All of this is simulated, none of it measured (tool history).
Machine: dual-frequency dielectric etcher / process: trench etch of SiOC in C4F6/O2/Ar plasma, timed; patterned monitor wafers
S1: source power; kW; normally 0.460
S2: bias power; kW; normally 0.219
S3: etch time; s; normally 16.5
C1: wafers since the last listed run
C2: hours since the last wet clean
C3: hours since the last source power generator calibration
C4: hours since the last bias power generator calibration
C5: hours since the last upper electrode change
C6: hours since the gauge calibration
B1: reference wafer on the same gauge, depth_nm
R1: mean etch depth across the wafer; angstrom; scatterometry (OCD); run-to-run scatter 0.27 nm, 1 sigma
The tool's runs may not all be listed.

run 1 hour=0.0 | S1=0.460 S2=0.219 S3=16.5 | C1=0 C2=57.9 C3=1590.5 C4=1251.0 C5=4557.6 C6=1462.2 | B1=35.82 | R1=418.6
run 2 hour=60.5 | S1=0.460 S2=0.219 S3=16.5 | C1=960 C2=118.4 C3=1651.0 C4=1311.5 C5=4618.1 C6=1522.7 | B1=35.87 | R1=418.9
run 3 hour=123.0 | S1=0.460 S2=0.219 S3=16.5 | C1=992 C2=180.9 C3=1713.5 C4=1374.0 C5=4680.6 C6=1585.2 | B1=35.93 | R1=425.9
run 4 hour=172.6 | S1=0.460 S2=0.219 S3=16.5 | C1=787 C2=230.5 C3=1763.1 C4=1423.6 C5=4730.2 C6=1634.8 | B1=35.77 | R1=427.4
run 5 hour=225.1 | S1=0.460 S2=0.219 S3=16.5 | C1=833 C2=283.0 C3=1815.6 C4=1476.1 C5=4782.7 C6=1687.3 | B1=35.85 | R1=424.4
run 6 hour=258.6 | S1=0.460 S2=0.219 S3=16.5 | C1=532 C2=316.5 C3=1849.1 C4=1509.6 C5=4816.2 C6=1720.8 | B1=35.79 | R1=426.4
-- hour=271.3 source power generator calibrated
-- hour=325.3 wet clean of the chamber
run 7 hour=325.8 | S1=0.460 S2=0.219 S3=16.5 | C1=622 C2=0.5 C3=54.5 C4=1576.8 C5=4883.4 C6=1788.0 | B1=35.82 | R1=413.1
run 8 hour=372.7 | S1=0.460 S2=0.219 S3=16.5 | C1=744 C2=47.4 C3=101.4 C4=1623.7 C5=4930.3 C6=1834.9 | B1=35.83 | R1=411.0
-- hour=385.8 bias power generator calibrated
run 9 hour=411.9 | S1=0.460 S2=0.219 S3=16.5 | C1=559 C2=86.6 C3=140.6 C4=26.1 C5=4969.5 C6=1874.1 | B1=35.79 | R1=417.3
-- hour=418.5 gauge calibrated
run 10 hour=447.9 | S1=0.460 S2=0.219 S3=16.5 | C1=571 C2=122.6 C3=176.6 C4=62.1 C5=5005.5 C6=29.4 | B1=35.73 | R1=421.1
run 11 hour=519.4 | S1=0.460 S2=0.256 S3=16.5 | C1=1135 C2=194.1 C3=248.1 C4=133.6 C5=5077.0 C6=100.9 | B1=35.90 | R1=441.5
run 12 hour=561.4 | S1=0.530 S2=0.185 S3=13.0 | C1=667 C2=236.1 C3=290.1 C4=175.6 C5=5119.0 C6=142.9 | B1=35.95 | R1=338.7
run 13 hour=602.9 | S1=0.380 S2=0.164 S3=18.0 | C1=659 C2=277.6 C3=331.6 C4=217.1 C5=5160.5 C6=184.4 | B1=35.75 | R1=396.2
-- hour=654.5 upper electrode replaced
run 14 hour=655.0 | S1=0.370 S2=0.193 S3=19.5 | C1=446 C2=329.7 C3=383.7 C4=269.2 C5=0.5 C6=236.5 | B1=35.84 | R1=448.0
run 15 hour=722.7 | S1=0.570 S2=0.251 S3=18.5 | C1=1075 C2=397.4 C3=451.4 C4=336.9 C5=68.2 C6=304.2 | B1=35.76 | R1=544.0
run 16 hour=775.7 | S1=0.350 S2=0.273 S3=14.0 | C1=841 C2=450.4 C3=504.4 C4=389.9 C5=121.2 C6=357.2 | B1=35.70 | R1=344.9
-- hour=813.1 wet clean of the chamber
run 17 hour=813.6 | S1=0.530 S2=0.219 S3=19.0 | C1=220 C2=0.5 C3=542.3 C4=427.8 C5=159.1 C6=395.1 | B1=35.76 | R1=510.1
run 18 hour=856.5 | S1=0.380 S2=0.171 S3=20.5 | C1=681 C2=43.4 C3=585.2 C4=470.7 C5=202.0 C6=438.0 | B1=35.71 | R1=442.3
run 19 hour=909.8 | S1=0.460 S2=0.219 S3=16.5 | C1=846 C2=96.7 C3=638.5 C4=524.0 C5=255.3 C6=491.3 | B1=35.76 | R1=416.5
run 20 hour=957.6 | S1=0.460 S2=0.256 S3=16.5 | C1=759 C2=144.5 C3=686.3 C4=571.8 C5=303.1 C6=539.1 | B1=35.86 | R1=440.7
run 21 hour=987.3 | S1=0.420 S2=0.196 S3=18.5 | C1=471 C2=174.2 C3=716.0 C4=601.5 C5=332.8 C6=568.8 | B1=35.75 | R1=439.2
run 22 hour=1012.5 | S1=0.510 S2=0.166 S3=19.0 | C1=400 C2=199.4 C3=741.2 C4=626.7 C5=358.0 C6=594.0 | B1=35.84 | R1=469.5
run 23 hour=1060.0 | S1=0.460 S2=0.261 S3=13.0 | C1=754 C2=246.9 C3=788.7 C4=674.2 C5=405.5 C6=641.5 | B1=35.85 | R1=349.2
run 24 hour=1121.5 | S1=0.350 S2=0.219 S3=12.0 | C1=976 C2=308.4 C3=850.2 C4=735.7 C5=467.0 C6=703.0 | B1=35.76 | R1=277.4
run 25 hour=1150.3 | S1=0.530 S2=0.219 S3=19.0 | C1=457 C2=337.2 C3=879.0 C4=764.5 C5=495.8 C6=731.8 | B1=35.87 | R1=519.9
run 26 hour=1194.7 | S1=0.370 S2=0.219 S3=16.5 | C1=705 C2=381.6 C3=923.4 C4=808.9 C5=540.2 C6=776.2 | B1=35.80 | R1=393.9
run 27 hour=1249.6 | S1=0.460 S2=0.268 S3=19.0 | C1=871 C2=436.5 C3=978.3 C4=863.8 C5=595.1 C6=831.1 | B1=35.79 | R1=528.7
run 28 hour=1277.9 | S1=0.460 S2=0.219 S3=16.5 | C1=449 C2=464.8 C3=1006.6 C4=892.1 C5=623.4 C6=859.4 | B1=35.78 | R1=436.6
-- hour=1320.7 wet clean of the chamber
run 29 hour=1347.5 | S1=0.460 S2=0.219 S3=16.5 | C1=724 C2=26.8 C3=1076.2 C4=961.7 C5=693.0 C6=929.0 | B1=35.78 | R1=417.4
run 30 hour=1396.7 | S1=0.490 S2=0.200 S3=16.5 | C1=781 C2=76.0 C3=1125.4 C4=1010.9 C5=742.2 C6=978.2 | B1=35.86 | R1=416.6
run 31 hour=1421.3 | S1=0.360 S2=0.219 S3=15.0 | C1=390 C2=100.6 C3=1150.0 C4=1035.5 C5=766.8 C6=1002.8 | B1=35.71 | R1=345.8

What if the next run were any one of these 3? Each begins from the tool's condition after run 31:
run A hour=1421.7 | S1=0.460 S2=0.259 S3=16.5 | C1=6 C2=101.0 C3=1150.4 C4=1035.9 C5=767.2 C6=1003.2 | B1=? | R1=?
run B hour=1421.7 | S1=0.420 S2=0.174 S3=13.5 | C1=6 C2=101.0 C3=1150.4 C4=1035.9 C5=767.2 C6=1003.2 | B1=? | R1=?
run C hour=1421.7 | S1=0.460 S2=0.179 S3=19.0 | C1=6 C2=101.0 C3=1150.4 C4=1035.9 C5=767.2 C6=1003.2 | B1=? | R1=?

run=A B1=35.75 R1=444.3
run=B B1=35.75 R1=311.5
run=C B1=35.75 R1=459.4
What these runs would have given with no unlogged condition in the tool:
run=A R1=438.9
run=B R1=307.7
run=C R1=453.8
